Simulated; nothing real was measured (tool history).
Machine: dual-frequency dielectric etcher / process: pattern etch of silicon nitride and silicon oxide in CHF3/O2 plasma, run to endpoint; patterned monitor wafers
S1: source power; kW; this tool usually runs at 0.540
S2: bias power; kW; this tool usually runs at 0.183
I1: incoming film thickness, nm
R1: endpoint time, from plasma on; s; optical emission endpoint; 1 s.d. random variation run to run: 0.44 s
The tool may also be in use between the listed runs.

run,hour,S1,S2,I1,R1
1,0.0,0.540,0.183,200.2,147.3
2,34.0,0.540,0.183,199.9,148.1
3,60.0,0.540,0.183,199.8,148.4
4,94.2,0.540,0.183,197.5,147.5
5,110.3,0.540,0.183,197.9,147.9
6,143.7,0.540,0.183,200.4,149.7
7,156.9,0.540,0.183,198.7,147.5
8,185.9,0.540,0.183,199.6,150.1
# hour 213.6: source power generator calibrated
9,216.9,0.540,0.183,199.8,149.9
10,273.5,0.540,0.183,196.2,147.6
11,304.8,0.620,0.183,196.9,142.8
12,322.9,0.540,0.183,199.5,150.9
13,347.1,0.420,0.146,197.2,173.5
14,382.2,0.470,0.224,197.9,142.9
15,410.2,0.600,0.170,199.9,150.9
# hour 429.9: bias power generator calibrated
# hour 446.3: upper electrode replaced
16,446.8,0.470,0.225,197.4,142.7
17,447.2,0.540,0.183,199.8,151.4
# hour 487.8: wet clean of the chamber
18,488.3,0.680,0.170,198.2,141.4
19,493.4,0.640,0.166,197.2,145.0
20,508.4,0.540,0.183,198.2,146.3
21,538.1,0.480,0.158,197.4,159.5
22,561.6,0.610,0.200,197.5,136.0
23,574.5,0.420,0.171,196.9,159.6
24,603.5,0.600,0.213,197.6,133.5
25,620.9,0.600,0.183,200.2,144.2
26,647.2,0.540,0.183,198.3,148.0
27,683.1,0.420,0.183,197.9,157.1
28,712.7,0.620,0.162,200.8,151.9
29,812.4,0.600,0.157,198.2,154.0
30,828.2,0.540,0.183,195.8,147.1
31,850.8,0.540,0.183,196.3,148.1
32,875.1,0.410,0.217,197.6,148.3
33,887.6,0.590,0.228,197.1,131.9
34,911.6,0.540,0.198,196.2,142.6
35,928.8,0.600,0.205,197.2,138.7
36,942.7,0.540,0.183,197.9,149.5

The same runs without the tool's hidden state, with the same run-to-run variation:
What the log doesn't record here: etch rate over this chamber's usual, %; source power that arrives over what is set, %; bias power that arrives over what is set, %.
run,R1
1,146.4
2,146.9
3,147.0
4,145.8
5,146.1
6,147.6
7,145.3
8,147.7
9,147.2
10,144.5
11,139.6
12,147.4
13,169.2
14,139.1
15,146.7
16,138.4
17,146.9
18,141.2
19,144.7
20,145.9
21,158.8
22,135.2
23,158.5
24,132.4
25,142.9
26,146.5
27,155.2
28,149.8
29,151.0
30,144.1
31,144.9
32,145.0
33,128.9
34,139.1
35,135.2
36,145.6

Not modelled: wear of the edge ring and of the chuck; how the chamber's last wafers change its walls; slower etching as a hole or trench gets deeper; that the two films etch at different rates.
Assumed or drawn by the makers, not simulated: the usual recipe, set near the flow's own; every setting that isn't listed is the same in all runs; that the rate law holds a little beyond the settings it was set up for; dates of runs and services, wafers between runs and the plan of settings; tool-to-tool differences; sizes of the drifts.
